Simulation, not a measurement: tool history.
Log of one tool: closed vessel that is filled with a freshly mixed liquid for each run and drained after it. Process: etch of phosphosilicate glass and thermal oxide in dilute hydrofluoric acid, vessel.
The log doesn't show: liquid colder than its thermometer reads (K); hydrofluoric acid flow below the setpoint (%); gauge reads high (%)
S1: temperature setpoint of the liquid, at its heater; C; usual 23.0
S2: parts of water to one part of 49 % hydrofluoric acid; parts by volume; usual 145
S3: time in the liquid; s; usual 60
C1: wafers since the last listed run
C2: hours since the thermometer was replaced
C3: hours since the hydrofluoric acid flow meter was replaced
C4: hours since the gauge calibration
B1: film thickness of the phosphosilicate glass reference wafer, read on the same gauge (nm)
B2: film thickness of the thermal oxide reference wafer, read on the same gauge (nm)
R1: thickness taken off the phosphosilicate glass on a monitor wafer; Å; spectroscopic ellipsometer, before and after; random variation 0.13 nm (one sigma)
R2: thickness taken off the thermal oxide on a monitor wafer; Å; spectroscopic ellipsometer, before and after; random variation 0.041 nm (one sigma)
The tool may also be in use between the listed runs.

{"run": 1, "hour": 0.0, "S1": 26.0, "S2": 120, "S3": 60, "C1": 0, "C2": 1412.4, "C3": 2200.9, "C4": 290.4, "B1": 120.01, "B2": 89.989, "R1": 288.6, "R2": 22.85}
{"run": 2, "hour": 57.5, "S1": 26.0, "S2": 120, "S3": 60, "C1": 3677, "C2": 1469.9, "C3": 2258.4, "C4": 347.9, "B1": 119.99, "B2": 90.006, "R1": 284.8, "R2": 22.87}
{"run": 3, "hour": 71.4, "S1": 26.0, "S2": 120, "S3": 60, "C1": 888, "C2": 1483.8, "C3": 2272.3, "C4": 361.8, "B1": 120.0, "B2": 89.991, "R1": 284.3, "R2": 23.07}
{"run": 4, "hour": 97.8, "S1": 23.0, "S2": 145, "S3": 60, "C1": 1688, "C2": 1510.2, "C3": 2298.7, "C4": 388.2, "B1": 120.0, "B2": 90.002, "R1": 203.2, "R2": 16.9}
{"run": 5, "hour": 123.3, "S1": 23.0, "S2": 145, "S3": 60, "C1": 1630, "C2": 1535.7, "C3": 2324.2, "C4": 413.7, "B1": 120.02, "B2": 90.007, "R1": 203.9, "R2": 16.48}
{"run": 6, "hour": 153.1, "S1": 23.0, "S2": 145, "S3": 60, "C1": 1905, "C2": 1565.5, "C3": 2354.0, "C4": 443.5, "B1": 120.0, "B2": 90.005, "R1": 204.5, "R2": 16.79}
{"run": 7, "hour": 168.4, "S1": 23.0, "S2": 145, "S3": 60, "C1": 978, "C2": 1580.8, "C3": 2369.3, "C4": 458.8, "B1": 119.99, "B2": 90.015, "R1": 206.4, "R2": 16.52}
{"hour": 182.4, "done": "gauge calibrated"}
{"run": 8, "hour": 182.7, "S1": 23.0, "S2": 145, "S3": 60, "C1": 914, "C2": 1595.1, "C3": 2383.6, "C4": 0.3, "B1": 120.0, "B2": 90.0, "R1": 203.1, "R2": 16.63}
{"hour": 206.4, "done": "hydrofluoric acid flow meter replaced"}
{"run": 9, "hour": 208.9, "S1": 23.0, "S2": 145, "S3": 60, "C1": 1611, "C2": 1621.3, "C3": 2.5, "C4": 26.5, "B1": 120.0, "B2": 90.019, "R1": 186.2, "R2": 15.28}
{"hour": 219.3, "done": "thermometer replaced"}
{"run": 10, "hour": 230.2, "S1": 23.0, "S2": 145, "S3": 60, "C1": 1298, "C2": 10.9, "C3": 23.8, "C4": 47.8, "B1": 120.0, "B2": 90.0, "R1": 184.7, "R2": 15.97}
{"run": 11, "hour": 243.0, "S1": 23.0, "S2": 145, "S3": 60, "C1": 818, "C2": 23.7, "C3": 36.6, "C4": 60.6, "B1": 120.03, "B2": 90.035, "R1": 186.8, "R2": 14.65}
{"run": 12, "hour": 265.5, "S1": 23.0, "S2": 145, "S3": 90, "C1": 1438, "C2": 46.2, "C3": 59.1, "C4": 83.1, "B1": 120.0, "B2": 89.981, "R1": 280.6, "R2": 22.63}
{"run": 13, "hour": 287.0, "S1": 23.0, "S2": 115, "S3": 95, "C1": 1375, "C2": 67.7, "C3": 80.6, "C4": 104.6, "B1": 120.0, "B2": 89.984, "R1": 386.5, "R2": 32.33}
{"run": 14, "hour": 311.6, "S1": 21.0, "S2": 105, "S3": 50, "C1": 1573, "C2": 92.3, "C3": 105.2, "C4": 129.2, "B1": 120.02, "B2": 90.021, "R1": 206.5, "R2": 16.52}
{"hour": 319.3, "done": "hydrofluoric acid flow meter replaced, repeated, since the last time left the tool worse"}
{"run": 15, "hour": 334.0, "S1": 23.0, "S2": 125, "S3": 40, "C1": 1368, "C2": 114.7, "C3": 14.7, "C4": 151.6, "B1": 119.99, "B2": 89.998, "R1": 180.3, "R2": 14.51}
{"run": 16, "hour": 364.7, "S1": 23.0, "S2": 145, "S3": 60, "C1": 1963, "C2": 145.4, "C3": 45.4, "C4": 182.3, "B1": 120.02, "B2": 89.995, "R1": 224.7, "R2": 18.81}
{"run": 17, "hour": 378.1, "S1": 23.0, "S2": 85, "S3": 60, "C1": 856, "C2": 158.8, "C3": 58.8, "C4": 195.7, "B1": 119.99, "B2": 89.999, "R1": 412.5, "R2": 33.76}
{"run": 18, "hour": 421.7, "S1": 23.0, "S2": 145, "S3": 60, "C1": 2788, "C2": 202.4, "C3": 102.4, "C4": 239.3, "B1": 119.99, "B2": 89.986, "R1": 224.7, "R2": 18.12}
{"run": 19, "hour": 444.0, "S1": 23.0, "S2": 145, "S3": 60, "C1": 1426, "C2": 224.7, "C3": 124.7, "C4": 261.6, "B1": 120.0, "B2": 90.019, "R1": 222.9, "R2": 18.41}
{"run": 20, "hour": 468.8, "S1": 18.0, "S2": 185, "S3": 60, "C1": 1586, "C2": 249.5, "C3": 149.5, "C4": 286.4, "B1": 120.0, "B2": 89.979, "R1": 138.7, "R2": 11.5}

4 ways to go on from here, each from the tool as it stands after run 20. What would each give?
{"run": "A", "hour": 469.5, "S1": 23.0, "S2": 145, "S3": 60, "C1": 44, "C2": 250.2, "C3": 150.2, "C4": 287.1, "B1": "?", "B2": "?", "R1": "?", "R2": "?"}
{"run": "B", "hour": 469.5, "S1": 27.5, "S2": 100, "S3": 35, "C1": 44, "C2": 250.2, "C3": 150.2, "C4": 287.1, "B1": "?", "B2": "?", "R1": "?", "R2": "?"}
{"run": "C", "hour": 469.5, "S1": 21.0, "S2": 115, "S3": 40, "C1": 44, "C2": 250.2, "C3": 150.2, "C4": 287.1, "B1": "?", "B2": "?", "R1": "?", "R2": "?"}
{"run": "D", "hour": 469.5, "S1": 27.0, "S2": 200, "S3": 60, "C1": 44, "C2": 250.2, "C3": 150.2, "C4": 287.1, "B1": "?", "B2": "?", "R1": "?", "R2": "?"}

run=A B1=119.99 B2=90.010 R1=227.2 R2=17.48
run=B B1=119.99 B2=90.010 R1=241.5 R2=18.59
run=C B1=119.99 B2=90.010 R1=182.5 R2=14.05
run=D B1=119.99 B2=90.010 R1=179.5 R2=13.81
Without the tool's hidden state the same runs would have given:
run=A R1=229.0 R2=17.62
run=B R1=243.4 R2=18.73
run=C R1=183.9 R2=14.15
run=D R1=181.0 R2=13.93

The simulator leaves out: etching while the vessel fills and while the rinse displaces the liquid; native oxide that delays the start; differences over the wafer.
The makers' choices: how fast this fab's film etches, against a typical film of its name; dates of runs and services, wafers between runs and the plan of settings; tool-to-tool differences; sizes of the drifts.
